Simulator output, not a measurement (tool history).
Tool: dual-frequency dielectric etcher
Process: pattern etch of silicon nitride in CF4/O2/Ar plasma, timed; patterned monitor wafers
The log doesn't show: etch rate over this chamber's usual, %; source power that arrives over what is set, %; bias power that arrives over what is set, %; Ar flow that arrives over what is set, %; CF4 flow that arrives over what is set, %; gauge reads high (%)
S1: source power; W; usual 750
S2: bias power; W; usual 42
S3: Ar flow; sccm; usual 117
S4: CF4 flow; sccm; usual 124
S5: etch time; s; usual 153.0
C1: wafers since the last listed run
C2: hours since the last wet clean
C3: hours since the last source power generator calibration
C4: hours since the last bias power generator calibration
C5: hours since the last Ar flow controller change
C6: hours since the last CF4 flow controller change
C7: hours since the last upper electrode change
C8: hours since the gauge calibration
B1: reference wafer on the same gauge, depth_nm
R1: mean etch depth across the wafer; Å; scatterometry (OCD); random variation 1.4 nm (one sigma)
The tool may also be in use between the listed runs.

{"run": 1, "hour": 0.0, "S1": 750, "S2": 37, "S3": 132, "S4": 150, "S5": 193.5, "C1": 0, "C2": 315.1, "C3": 2319.2, "C4": 3938.7, "C5": 2535.8, "C6": 271.5, "C7": 3716.6, "C8": 732.9, "B1": 328.0, "R1": 4703}
{"run": 2, "hour": 52.0, "S1": 790, "S2": 42, "S3": 117, "S4": 124, "S5": 153.0, "C1": 472, "C2": 367.1, "C3": 2371.2, "C4": 3990.7, "C5": 2587.8, "C6": 323.5, "C7": 3768.6, "C8": 784.9, "B1": 328.0, "R1": 4039}
{"run": 3, "hour": 118.4, "S1": 810, "S2": 42, "S3": 105, "S4": 147, "S5": 112.5, "C1": 603, "C2": 433.5, "C3": 2437.6, "C4": 4057.1, "C5": 2654.2, "C6": 389.9, "C7": 3835.0, "C8": 851.3, "B1": 328.0, "R1": 3142}
{"run": 4, "hour": 158.1, "S1": 700, "S2": 47, "S3": 106, "S4": 124, "S5": 153.0, "C1": 360, "C2": 473.2, "C3": 2477.3, "C4": 4096.8, "C5": 2693.9, "C6": 429.6, "C7": 3874.7, "C8": 891.0, "B1": 328.7, "R1": 3763}
{"hour": 263.6, "done": "wet clean of the chamber"}
{"run": 5, "hour": 281.0, "S1": 750, "S2": 42, "S3": 117, "S4": 124, "S5": 153.0, "C1": 898, "C2": 17.4, "C3": 2600.2, "C4": 4219.7, "C5": 2816.8, "C6": 552.5, "C7": 3997.6, "C8": 1013.9, "B1": 328.7, "R1": 3833}
{"run": 6, "hour": 360.8, "S1": 750, "S2": 42, "S3": 102, "S4": 124, "S5": 169.5, "C1": 725, "C2": 97.2, "C3": 2680.0, "C4": 4299.5, "C5": 2896.6, "C6": 632.3, "C7": 4077.4, "C8": 1093.7, "B1": 327.4, "R1": 4317}
{"run": 7, "hour": 416.1, "S1": 750, "S2": 42, "S3": 143, "S4": 124, "S5": 129.0, "C1": 502, "C2": 152.5, "C3": 2735.3, "C4": 4354.8, "C5": 2951.9, "C6": 687.6, "C7": 4132.7, "C8": 1149.0, "B1": 328.3, "R1": 3146}
{"run": 8, "hour": 497.4, "S1": 750, "S2": 42, "S3": 117, "S4": 124, "S5": 153.0, "C1": 738, "C2": 233.8, "C3": 2816.6, "C4": 4436.1, "C5": 3033.2, "C6": 768.9, "C7": 4214.0, "C8": 1230.3, "B1": 327.8, "R1": 3867}
{"hour": 503.4, "done": "Ar flow controller replaced"}
{"run": 9, "hour": 550.0, "S1": 660, "S2": 42, "S3": 97, "S4": 124, "S5": 153.0, "C1": 423, "C2": 286.4, "C3": 2869.2, "C4": 4488.7, "C5": 46.6, "C6": 821.5, "C7": 4266.6, "C8": 1282.9, "B1": 328.3, "R1": 3434}
{"hour": 633.2, "done": "source power generator calibrated"}
{"run": 10, "hour": 657.7, "S1": 750, "S2": 42, "S3": 141, "S4": 146, "S5": 164.5, "C1": 942, "C2": 394.1, "C3": 24.5, "C4": 4596.4, "C5": 154.3, "C6": 929.2, "C7": 4374.3, "C8": 1390.6, "B1": 328.1, "R1": 4157}
{"hour": 729.0, "done": "bias power generator calibrated"}
{"run": 11, "hour": 762.8, "S1": 810, "S2": 48, "S3": 130, "S4": 124, "S5": 130.0, "C1": 918, "C2": 499.2, "C3": 129.6, "C4": 33.8, "C5": 259.4, "C6": 1034.3, "C7": 4479.4, "C8": 1495.7, "B1": 327.8, "R1": 3673}
{"hour": 871.5, "done": "upper electrode replaced"}
{"hour": 872.5, "done": "wet clean of the chamber"}
{"run": 12, "hour": 873.0, "S1": 750, "S2": 42, "S3": 117, "S4": 124, "S5": 153.0, "C1": 774, "C2": 0.5, "C3": 239.8, "C4": 144.0, "C5": 369.6, "C6": 1144.5, "C7": 1.5, "C8": 1605.9, "B1": 328.1, "R1": 3864}
{"run": 13, "hour": 994.5, "S1": 750, "S2": 34, "S3": 128, "S4": 124, "S5": 153.0, "C1": 1104, "C2": 122.0, "C3": 361.3, "C4": 265.5, "C5": 491.1, "C6": 1266.0, "C7": 123.0, "C8": 1727.4, "B1": 327.5, "R1": 3564}
{"run": 14, "hour": 1094.8, "S1": 680, "S2": 42, "S3": 132, "S4": 124, "S5": 153.0, "C1": 911, "C2": 222.3, "C3": 461.6, "C4": 365.8, "C5": 591.4, "C6": 1366.3, "C7": 223.3, "C8": 1827.7, "B1": 328.3, "R1": 3460}
{"run": 15, "hour": 1143.7, "S1": 750, "S2": 42, "S3": 117, "S4": 124, "S5": 153.0, "C1": 444, "C2": 271.2, "C3": 510.5, "C4": 414.7, "C5": 640.3, "C6": 1415.2, "C7": 272.2, "C8": 1876.6, "B1": 327.4, "R1": 3854}
{"run": 16, "hour": 1217.8, "S1": 750, "S2": 45, "S3": 109, "S4": 151, "S5": 138.5, "C1": 673, "C2": 345.3, "C3": 584.6, "C4": 488.8, "C5": 714.4, "C6": 1489.3, "C7": 346.3, "C8": 1950.7, "B1": 328.0, "R1": 3662}
{"run": 17, "hour": 1322.6, "S1": 850, "S2": 42, "S3": 132, "S4": 124, "S5": 153.0, "C1": 952, "C2": 450.1, "C3": 689.4, "C4": 593.6, "C5": 819.2, "C6": 1594.1, "C7": 451.1, "C8": 2055.5, "B1": 327.6, "R1": 4305}
{"run": 18, "hour": 1415.7, "S1": 560, "S2": 42, "S3": 117, "S4": 124, "S5": 153.0, "C1": 846, "C2": 543.2, "C3": 782.5, "C4": 686.7, "C5": 912.3, "C6": 1687.2, "C7": 544.2, "C8": 2148.6, "B1": 328.0, "R1": 2819}
{"hour": 1430.9, "done": "CF4 flow controller replaced"}
{"run": 19, "hour": 1497.4, "S1": 750, "S2": 48, "S3": 117, "S4": 124, "S5": 153.0, "C1": 688, "C2": 624.9, "C3": 864.2, "C4": 768.4, "C5": 994.0, "C6": 66.5, "C7": 625.9, "C8": 2230.3, "B1": 328.2, "R1": 4016}
{"run": 20, "hour": 1556.3, "S1": 750, "S2": 42, "S3": 117, "S4": 124, "S5": 153.0, "C1": 535, "C2": 683.8, "C3": 923.1, "C4": 827.3, "C5": 1052.9, "C6": 125.4, "C7": 684.8, "C8": 2289.2, "B1": 328.3, "R1": 3827}

Forecast each of these 5 alternatives for the next run:
{"run": "A", "hour": 1556.8, "S1": 750, "S2": 42, "S3": 117, "S4": 124, "S5": 153.0, "C1": 4, "C2": 684.3, "C3": 923.6, "C4": 827.8, "C5": 1053.4, "C6": 125.9, "C7": 685.3, "C8": 2289.7, "B1": "?", "R1": "?"}
{"run": "B", "hour": 1556.8, "S1": 860, "S2": 51, "S3": 92, "S4": 124, "S5": 153.0, "C1": 4, "C2": 684.3, "C3": 923.6, "C4": 827.8, "C5": 1053.4, "C6": 125.9, "C7": 685.3, "C8": 2289.7, "B1": "?", "R1": "?"}
{"run": "C", "hour": 1556.8, "S1": 750, "S2": 47, "S3": 117, "S4": 135, "S5": 129.5, "C1": 4, "C2": 684.3, "C3": 923.6, "C4": 827.8, "C5": 1053.4, "C6": 125.9, "C7": 685.3, "C8": 2289.7, "B1": "?", "R1": "?"}
{"run": "D", "hour": 1556.8, "S1": 640, "S2": 46, "S3": 95, "S4": 110, "S5": 153.0, "C1": 4, "C2": 684.3, "C3": 923.6, "C4": 827.8, "C5": 1053.4, "C6": 125.9, "C7": 685.3, "C8": 2289.7, "B1": "?", "R1": "?"}
{"run": "E", "hour": 1556.8, "S1": 560, "S2": 34, "S3": 107, "S4": 124, "S5": 127.5, "C1": 4, "C2": 684.3, "C3": 923.6, "C4": 827.8, "C5": 1053.4, "C6": 125.9, "C7": 685.3, "C8": 2289.7, "B1": "?", "R1": "?"}

run=A B1=327.7 R1=3876
run=B B1=327.7 R1=4862
run=C B1=327.7 R1=3449
run=D B1=327.7 R1=3423
run=E B1=327.7 R1=2235
Without the tool's hidden state the same runs would have given:
run=A R1=3876
run=B R1=4862
run=C R1=3449
run=D R1=3423
run=E R1=2235
